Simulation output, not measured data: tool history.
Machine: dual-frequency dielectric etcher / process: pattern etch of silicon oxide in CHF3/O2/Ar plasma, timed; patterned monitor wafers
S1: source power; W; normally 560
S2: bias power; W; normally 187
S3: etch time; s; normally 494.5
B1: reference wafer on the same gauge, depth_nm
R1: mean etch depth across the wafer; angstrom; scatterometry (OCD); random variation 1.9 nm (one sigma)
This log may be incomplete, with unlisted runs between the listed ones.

run 1 hour=0.0 | S1=650 S2=187 S3=494.5 | B1=798.0 | R1=9679
run 2 hour=61.8 | S1=560 S2=187 S3=494.5 | B1=797.4 | R1=9120
-- hour=74.5 gauge calibrated
run 3 hour=91.9 | S1=560 S2=187 S3=494.5 | B1=797.7 | R1=9148
run 4 hour=112.5 | S1=560 S2=187 S3=494.5 | B1=797.7 | R1=9105
run 5 hour=135.2 | S1=560 S2=187 S3=450.0 | B1=798.5 | R1=8290
run 6 hour=159.0 | S1=560 S2=166 S3=494.5 | B1=798.4 | R1=8800
run 7 hour=188.7 | S1=560 S2=166 S3=494.5 | B1=798.0 | R1=8783
run 8 hour=203.3 | S1=560 S2=187 S3=494.5 | B1=798.3 | R1=9101
-- hour=248.6 upper electrode replaced
run 9 hour=249.1 | S1=560 S2=187 S3=494.5 | B1=798.4 | R1=9157
run 10 hour=261.3 | S1=560 S2=187 S3=494.5 | B1=798.0 | R1=9104
run 11 hour=292.0 | S1=560 S2=187 S3=494.5 | B1=798.4 | R1=9131
-- hour=305.9 bias power generator calibrated
-- hour=323.2 wet clean of the chamber
run 12 hour=323.7 | S1=560 S2=187 S3=494.5 | B1=797.9 | R1=9139
-- hour=333.3 source power generator calibrated
run 13 hour=344.1 | S1=560 S2=187 S3=494.5 | B1=797.8 | R1=9121
run 14 hour=374.5 | S1=690 S2=162 S3=571.0 | B1=797.4 | R1=10912
run 15 hour=410.2 | S1=560 S2=187 S3=494.5 | B1=798.3 | R1=9125
run 16 hour=427.9 | S1=560 S2=161 S3=494.5 | B1=798.5 | R1=8686
run 17 hour=453.4 | S1=560 S2=172 S3=494.5 | B1=798.2 | R1=8912
-- hour=464.8 gauge calibrated
run 18 hour=467.0 | S1=560 S2=187 S3=494.5 | B1=797.3 | R1=9110
run 19 hour=488.3 | S1=560 S2=187 S3=494.5 | B1=798.3 | R1=9116
run 20 hour=566.5 | S1=460 S2=187 S3=494.5 | B1=798.5 | R1=8427

The next listed run, before its measurement:
run 21 hour=585.2 | S1=510 S2=224 S3=412.5 | B1=? | R1=?

{"run 21": {"B1": 797.9, "R1": 7793}}
Take away the tool's hidden state, keep the run-to-run variation as it was, and the same run would have given R1 7793 angstrom.
